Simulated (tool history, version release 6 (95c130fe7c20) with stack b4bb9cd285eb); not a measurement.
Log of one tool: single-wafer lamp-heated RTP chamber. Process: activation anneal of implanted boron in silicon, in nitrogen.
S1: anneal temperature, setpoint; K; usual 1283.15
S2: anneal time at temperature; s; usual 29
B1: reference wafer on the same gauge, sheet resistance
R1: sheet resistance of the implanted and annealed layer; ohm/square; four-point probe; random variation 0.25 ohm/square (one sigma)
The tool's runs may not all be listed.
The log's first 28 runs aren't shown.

run 29 hour=397.3 | S1=1283.15 S2=34 | B1=72.95 | R1=67.32
run 30 hour=414.6 | S1=1283.15 S2=29 | B1=72.85 | R1=67.88
run 31 hour=440.8 | S1=1294.15 S2=13 | B1=72.83 | R1=67.61
run 32 hour=448.6 | S1=1313.15 S2=22 | B1=72.77 | R1=63.78
run 33 hour=457.6 | S1=1283.15 S2=33 | B1=72.88 | R1=66.61
run 34 hour=471.2 | S1=1283.15 S2=39 | B1=72.67 | R1=66.95
run 35 hour=480.6 | S1=1305.15 S2=45 | B1=72.95 | R1=63.03
run 36 hour=495.0 | S1=1253.15 S2=36 | B1=72.77 | R1=75.40
run 37 hour=501.6 | S1=1263.15 S2=29 | B1=72.75 | R1=72.32

Forecast each of these 4 alternatives for the next run:
run A hour=502.0 | S1=1268.15 S2=29 | B1=? | R1=?
run B hour=502.0 | S1=1254.15 S2=23 | B1=? | R1=?
run C hour=502.0 | S1=1299.15 S2=19 | B1=? | R1=?
run D hour=502.0 | S1=1253.15 S2=12 | B1=? | R1=?

run=A B1=72.90 R1=71.10
run=B B1=72.90 R1=77.19
run=C B1=72.90 R1=65.84
run=D B1=72.90 R1=81.73
Without the tool's hidden state the same runs would have given:
run=A R1=71.78
run=B R1=78.28
run=C R1=66.20
run=D R1=83.20
